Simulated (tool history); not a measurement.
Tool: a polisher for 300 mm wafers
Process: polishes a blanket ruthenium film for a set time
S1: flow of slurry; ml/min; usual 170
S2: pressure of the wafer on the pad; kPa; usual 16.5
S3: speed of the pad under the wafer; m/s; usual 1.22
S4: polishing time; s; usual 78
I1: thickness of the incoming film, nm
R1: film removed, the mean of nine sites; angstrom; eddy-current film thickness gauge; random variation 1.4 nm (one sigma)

run	hour	S1	S2	S3	S4	I1	R1
1	0	170	16.5	1.22	78	416.4	1392
2	38.5	170	16.5	1.22	57	420.4	1015
# hour 86.7: slurry nozzle cleaned
3	107.9	170	16.5	1.22	57	415.8	1055
4	164	170	16.5	1.22	78	418.4	1440
# hour 194.4: worn pad replaced by a new one
5	249.4	170	16.5	1.22	78	424.9	1437
6	304	170	16.5	1.22	78	425.9	1430
7	357.6	170	16.5	1.22	78	419	1418
# hour 394.7: worn pad replaced by a new one
8	410.2	170	16.5	1.22	78	423	1449
9	504.9	170	16.5	1.22	78	417.1	1437
10	568.6	170	16.5	1.22	57	425.2	1030
11	637.9	155	11	1.22	53	426.8	663
# hour 644.2: worn pad replaced by a new one
12	689.5	170	16.5	1.42	78	425.2	1615
# hour 753.7: head pressure recalibrated
13	780	205	13.8	1.5	100	419.3	1871
# hour 830.9: slurry nozzle cleaned
# hour 866: worn pad replaced by a new one
14	887.4	170	20	1.22	78	419.5	1736
15	925.3	170	14.5	1.22	78	420.5	1270
16	977.8	210	20	1.58	70	427.4	2062
17	1085.3	170	16.5	1.22	102	416.3	1863

Forecast each of these 3 alternatives for the next run:
A	1085.8	170	16.5	1.22	78	420	?
B	1085.8	170	16.5	1.48	78	420	?
C	1085.8	200	18.6	1.54	78	420	?

run	R1
A	1439
B	1746
C	2057
Without the tool's hidden state the same runs would have given:
run	R1
A	1454
B	1764
C	2076
